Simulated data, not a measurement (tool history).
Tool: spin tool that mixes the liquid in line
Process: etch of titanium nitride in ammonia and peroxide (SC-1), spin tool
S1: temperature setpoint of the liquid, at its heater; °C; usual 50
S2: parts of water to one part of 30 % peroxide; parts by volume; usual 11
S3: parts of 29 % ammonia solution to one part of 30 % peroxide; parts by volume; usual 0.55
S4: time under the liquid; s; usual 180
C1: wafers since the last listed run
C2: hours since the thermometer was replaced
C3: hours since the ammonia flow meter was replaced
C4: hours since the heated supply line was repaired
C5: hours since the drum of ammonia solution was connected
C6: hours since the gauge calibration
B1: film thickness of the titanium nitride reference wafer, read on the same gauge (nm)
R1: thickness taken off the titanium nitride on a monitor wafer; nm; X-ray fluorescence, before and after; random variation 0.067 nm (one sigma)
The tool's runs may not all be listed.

Run 1, hour 0: usual settings but S1 44 °C, S2 16 parts by volume, S3 0.75 parts by volume, S4 85 s; C1 0; C2 1242.5; C3 195.5; C4 105.6; C5 75.6; C6 271.9; B1 40. Result: R1 5.28 nm.
Run 2, hour 18.5: usual settings but S1 46 °C, S2 7 parts by volume, S3 0.45 parts by volume, S4 95 s; C1 117; C2 1261; C3 214; C4 124.1; C5 94.1; C6 290.4; B1 40. Result: R1 9.6 nm.
Run 3, hour 52.4: usual settings but S2 14 parts by volume, S4 230 s; C1 214; C2 1294.9; C3 247.9; C4 158; C5 128; C6 324.3; B1 40.01. Result: R1 22.28 nm.
Run 4, hour 84.3: usual settings but S4 150 s; C1 201; C2 1326.8; C3 279.8; C4 189.9; C5 159.9; C6 356.2; B1 39.95. Result: R1 16.51 nm.
Run 5, hour 108.7: usual settings; C1 154; C2 1351.2; C3 304.2; C4 214.3; C5 184.3; C6 380.6; B1 39.98. Result: R1 19.72 nm.
Run 6, hour 121.4: usual settings; C1 80; C2 1363.9; C3 316.9; C4 227; C5 197; C6 393.3; B1 40. Result: R1 19.6 nm.
Run 7, hour 155.6: usual settings but S1 41.5 °C, S4 110 s; C1 216; C2 1398.1; C3 351.1; C4 261.2; C5 231.2; C6 427.5; B1 40. Result: R1 6.55 nm.
Run 8, hour 182.9: usual settings; C1 172; C2 1425.4; C3 378.4; C4 288.5; C5 258.5; C6 454.8; B1 40.02. Result: R1 19.8 nm.
At hour 185.9: new drum of ammonia solution connected.
Run 9, hour 198.6: usual settings but S2 12.5 parts by volume; C1 93; C2 1441.1; C3 394.1; C4 304.2; C5 12.7; C6 470.5; B1 40.03. Result: R1 18.5 nm.
Run 10, hour 222.7: usual settings but S4 290 s; C1 152; C2 1465.2; C3 418.2; C4 328.3; C5 36.8; C6 494.6; B1 39.98. Result: R1 31.83 nm.
Run 11, hour 254: usual settings but S1 44 °C, S2 8 parts by volume, S3 0.7 parts by volume, S4 230 s; C1 198; C2 1496.5; C3 449.5; C4 359.6; C5 68.1; C6 525.9; B1 40.01. Result: R1 20.14 nm.
At hour 262.5: ammonia flow meter replaced.
Run 12, hour 269.4: usual settings but S1 42.5 °C, S2 8 parts by volume, S3 0.8 parts by volume; C1 91; C2 1511.9; C3 6.9; C4 375; C5 83.5; C6 541.3; B1 39.97. Result: R1 14.4 nm.
At hour 274.2: thermometer replaced.
Run 13, hour 288.5: usual settings; C1 114; C2 14.3; C3 26; C4 394.1; C5 102.6; C6 560.4; B1 40.01. Result: R1 20.14 nm.
Run 14, hour 311.9: usual settings but S1 53 °C, S2 8.5 parts by volume; C1 148; C2 37.7; C3 49.4; C4 417.5; C5 126; C6 583.8; B1 40.01. Result: R1 28.43 nm.
Run 15, hour 339.3: usual settings; C1 173; C2 65.1; C3 76.8; C4 444.9; C5 153.4; C6 611.2; B1 39.99. Result: R1 20.13 nm.
Run 16, hour 354.7: usual settings but S1 45 °C; C1 97; C2 80.5; C3 92.2; C4 460.3; C5 168.8; C6 626.6; B1 40.02. Result: R1 14.09 nm.
Run 17, hour 367.7: usual settings but S1 55 °C, S4 270 s; C1 82; C2 93.5; C3 105.2; C4 473.3; C5 181.8; C6 639.6; B1 39.97. Result: R1 42.51 nm.
Run 18, hour 388.1: usual settings but S1 45.5 °C, S2 13 parts by volume, S3 0.85 parts by volume, S4 135 s; C1 129; C2 113.9; C3 125.6; C4 493.7; C5 202.2; C6 660; B1 40. Result: R1 10.79 nm.
Run 19, hour 403.4: usual settings but S4 110 s; C1 96; C2 129.2; C3 140.9; C4 509; C5 217.5; C6 675.3; B1 40. Result: R1 12.27 nm.
Run 20, hour 423: usual settings; C1 124; C2 148.8; C3 160.5; C4 528.6; C5 237.1; C6 694.9; B1 39.99. Result: R1 20.12 nm.
Run 21, hour 435.7: usual settings but S1 43 °C; C1 80; C2 161.5; C3 173.2; C4 541.3; C5 249.8; C6 707.6; B1 39.96. Result: R1 12.19 nm.
At hour 439.4: new drum of ammonia solution connected.
Run 22, hour 466.9: usual settings but S2 8.5 parts by volume, S4 145 s; C1 191; C2 192.7; C3 204.4; C4 572.5; C5 27.5; C6 738.8; B1 39.94. Result: R1 18.54 nm.
Run 23, hour 485.6: usual settings but S1 42.5 °C, S2 8 parts by volume, S3 0.8 parts by volume; C1 118; C2 211.4; C3 223.1; C4 591.2; C5 46.2; C6 757.5; B1 39.98. Result: R1 14.72 nm.
Run 24, hour 510.5: usual settings but S2 6 parts by volume; C1 157; C2 236.3; C3 248; C4 616.1; C5 71.1; C6 782.4; B1 40.02. Result: R1 27.17 nm.

4 ways to go on from here, each from the tool as it stands after run 24. What would each give?
Run A, hour 511: usual settings; C1 3; C2 236.8; C3 248.5; C4 616.6; C5 71.6; C6 782.9; B1 ?. Result: R1 ?.
Run B, hour 511: usual settings but S1 46 °C, S2 16.5 parts by volume, S4 210 s; C1 3; C2 236.8; C3 248.5; C4 616.6; C5 71.6; C6 782.9; B1 ?. Result: R1 ?.
Run C, hour 511: usual settings but S1 55.5 °C, S3 0.75 parts by volume, S4 255 s; C1 3; C2 236.8; C3 248.5; C4 616.6; C5 71.6; C6 782.9; B1 ?. Result: R1 ?.
Run D, hour 511: usual settings but S1 41 °C, S2 7.5 parts by volume, S3 0.75 parts by volume, S4 70 s; C1 3; C2 236.8; C3 248.5; C4 616.6; C5 71.6; C6 782.9; B1 ?. Result: R1 ?.

run  B1     R1
  A  40  20.11
  B  40  14.23
  C  40  43.78
  D  40   5.24
Without the tool's hidden state the same runs would have given:
run     R1
  A  20.18
  B  14.28
  C  43.93
  D   5.26
